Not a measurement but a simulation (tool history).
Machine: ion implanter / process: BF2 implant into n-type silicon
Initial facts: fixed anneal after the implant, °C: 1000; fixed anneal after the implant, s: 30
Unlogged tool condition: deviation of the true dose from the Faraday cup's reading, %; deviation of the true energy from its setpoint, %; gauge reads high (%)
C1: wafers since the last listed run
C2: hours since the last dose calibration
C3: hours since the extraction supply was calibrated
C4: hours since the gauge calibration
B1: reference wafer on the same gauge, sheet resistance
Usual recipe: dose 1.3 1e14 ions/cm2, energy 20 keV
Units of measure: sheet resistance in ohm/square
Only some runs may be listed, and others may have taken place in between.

run 1 day=0 | dose=1.3 energy=20 | C1=0 C2=895.1 C3=4357.1 C4=2577.3 | B1=778.78 | sheet_resistance=820.59
run 2 day=4.117 | dose=1.3 energy=16.5 | C1=1012 C2=993.9 C3=4455.9 C4=2676.1 | B1=779.14 | sheet_resistance=841.59
run 3 day=7.067 | dose=1.3 energy=16.5 | C1=725 C2=1064.7 C3=4526.7 C4=2746.9 | B1=779.25 | sheet_resistance=844.56
run 4 day=9.258 | dose=1.13 energy=25 | C1=539 C2=1117.3 C3=4579.3 C4=2799.5 | B1=778.74 | sheet_resistance=896.71
run 5 day=10.771 | dose=1.13 energy=25 | C1=371 C2=1153.6 C3=4615.6 C4=2835.8 | B1=779.57 | sheet_resistance=885.88
run 6 day=14.946 | dose=1.2 energy=20 | C1=1026 C2=1253.8 C3=4715.8 C4=2936 | B1=778.59 | sheet_resistance=877.91
-- day=15.988 gauge calibrated
run 7 day=17.908 | dose=1.2 energy=20 | C1=728 C2=1324.9 C3=4786.9 C4=46.1 | B1=825.98 | sheet_resistance=920.83
-- day=21.179 Faraday cup replaced and dose calibrated
run 8 day=21.2 | dose=1.2 energy=20 | C1=727 C2=0.5 C3=4865.9 C4=125.1 | B1=820.94 | sheet_resistance=916.88
run 9 day=24.875 | dose=1.3 energy=20 | C1=903 C2=88.7 C3=4954.1 C4=213.3 | B1=816.59 | sheet_resistance=861.46
run 10 day=28.971 | dose=1.3 energy=20 | C1=1007 C2=187 C3=5052.4 C4=311.6 | B1=814.36 | sheet_resistance=851.19
run 11 day=32.471 | dose=1.3 energy=20 | C1=860 C2=271 C3=5136.4 C4=395.6 | B1=810.63 | sheet_resistance=845.81
run 12 day=36.538 | dose=1.3 energy=20 | C1=1000 C2=368.6 C3=5234 C4=493.2 | B1=807.53 | sheet_resistance=851.15
run 13 day=38.383 | dose=1.3 energy=20 | C1=453 C2=412.9 C3=5278.3 C4=537.5 | B1=806.72 | sheet_resistance=843.79
run 14 day=42.162 | dose=1.3 energy=20 | C1=929 C2=503.6 C3=5369 C4=628.2 | B1=803.74 | sheet_resistance=839.2
run 15 day=44.567 | dose=1.3 energy=20 | C1=591 C2=561.3 C3=5426.7 C4=685.9 | B1=803.19 | sheet_resistance=835.72
run 16 day=48.808 | dose=1.3 energy=20 | C1=1043 C2=663.1 C3=5528.5 C4=787.7 | B1=800.26 | sheet_resistance=846.83
run 17 day=52.133 | dose=1.3 energy=16 | C1=817 C2=742.9 C3=5608.3 C4=867.5 | B1=799.45 | sheet_resistance=861.52
run 18 day=54.008 | dose=1.3 energy=20 | C1=461 C2=787.9 C3=5653.3 C4=912.5 | B1=798.32 | sheet_resistance=832.28
run 19 day=56.725 | dose=1.3 energy=20 | C1=668 C2=853.1 C3=5718.5 C4=977.7 | B1=797.03 | sheet_resistance=825.25
run 20 day=59.129 | dose=1.63 energy=20 | C1=591 C2=910.8 C3=5776.2 C4=1035.4 | B1=794.54 | sheet_resistance=680.98
run 21 day=62.838 | dose=1.45 energy=26 | C1=912 C2=999.8 C3=5865.2 C4=1124.4 | B1=793.49 | sheet_resistance=728.98
run 22 day=67.138 | dose=1.44 energy=22.5 | C1=1057 C2=1103 C3=5968.4 C4=1227.6 | B1=791.79 | sheet_resistance=751.53
run 23 day=71.2 | dose=1.68 energy=25.5 | C1=999 C2=1200.5 C3=6065.9 C4=1325.1 | B1=791.13 | sheet_resistance=647.55
run 24 day=73.179 | dose=1.67 energy=14 | C1=486 C2=1248 C3=6113.4 C4=1372.6 | B1=789.4 | sheet_resistance=690.59
run 25 day=74.754 | dose=0.93 energy=22 | C1=387 C2=1285.8 C3=6151.2 C4=1410.4 | B1=790.72 | sheet_resistance=1091.68
-- day=76.996 Faraday cup replaced and dose calibrated
run 26 day=79.179 | dose=1.18 energy=13.5 | C1=1006 C2=52.4 C3=6257.4 C4=1516.6 | B1=788.08 | sheet_resistance=944.03
-- day=92.454 extraction supply calibrated
run 27 day=92.475 | dose=0.94 energy=18 | C1=3188 C2=371.5 C3=0.5 C4=1835.7 | B1=785.18 | sheet_resistance=1090.52
run 28 day=95.696 | dose=1.3 energy=26.5 | C1=792 C2=448.8 C3=77.8 C4=1913 | B1=785.01 | sheet_resistance=794.5
run 29 day=99.746 | dose=1.3 energy=20 | C1=996 C2=546 C3=175 C4=2010.2 | B1=784.25 | sheet_resistance=827.29
run 30 day=101.833 | dose=0.97 energy=20 | C1=513 C2=596.1 C3=225.1 C4=2060.3 | B1=783.41 | sheet_resistance=1054.71
run 31 day=104.154 | dose=1.17 energy=26 | C1=570 C2=651.8 C3=280.8 C4=2116 | B1=782.37 | sheet_resistance=861.6
run 32 day=108.479 | dose=0.92 energy=13 | C1=1063 C2=755.6 C3=384.6 C4=2219.8 | B1=783.12 | sheet_resistance=1159
run 33 day=116.696 | dose=1.45 energy=20 | C1=2020 C2=952.8 C3=581.8 C4=2417 | B1=782.48 | sheet_resistance=746.95
run 34 day=118.888 | dose=1.09 energy=24 | C1=539 C2=1005.4 C3=634.4 C4=2469.6 | B1=781.87 | sheet_resistance=919.55
run 35 day=121.754 | dose=0.99 energy=16 | C1=705 C2=1074.2 C3=703.2 C4=2538.4 | B1=780.92 | sheet_resistance=1062.37
run 36 day=125.504 | dose=1.47 energy=26.5 | C1=922 C2=1164.2 C3=793.2 C4=2628.4 | B1=780.25 | sheet_resistance=706.21
run 37 day=128.929 | dose=1.13 energy=18 | C1=842 C2=1246.4 C3=875.4 C4=2710.6 | B1=780.36 | sheet_resistance=935.06

What would each run have given without the hidden state, its run-to-run variation left as it was?
run=1 sheet_resistance=872.2
run=2 sheet_resistance=894.96
run=3 sheet_resistance=898.39
run=4 sheet_resistance=954.08
run=5 sheet_resistance=942.7
run=6 sheet_resistance=934.57
run=7 sheet_resistance=925.51
run=8 sheet_resistance=925.5
run=9 sheet_resistance=873.42
run=10 sheet_resistance=866.94
run=11 sheet_resistance=864.54
run=12 sheet_resistance=873.31
run=13 sheet_resistance=867.15
run=14 sheet_resistance=865.13
run=15 sheet_resistance=863.13
run=16 sheet_resistance=877.24
run=17 sheet_resistance=894.4
run=18 sheet_resistance=865.05
run=19 sheet_resistance=859.1
run=20 sheet_resistance=709.86
run=21 sheet_resistance=761.34
run=22 sheet_resistance=786.48
run=23 sheet_resistance=678.84
run=24 sheet_resistance=724.53
run=25 sheet_resistance=1146.03
run=26 sheet_resistance=992.6
run=27 sheet_resistance=1151.08
run=28 sheet_resistance=839.28
run=29 sheet_resistance=874.7
run=30 sheet_resistance=1115.64
run=31 sheet_resistance=911.79
run=32 sheet_resistance=1227.47
run=33 sheet_resistance=792.11
run=34 sheet_resistance=975.44
run=35 sheet_resistance=1127.36
run=36 sheet_resistance=749.75
run=37 sheet_resistance=993.1
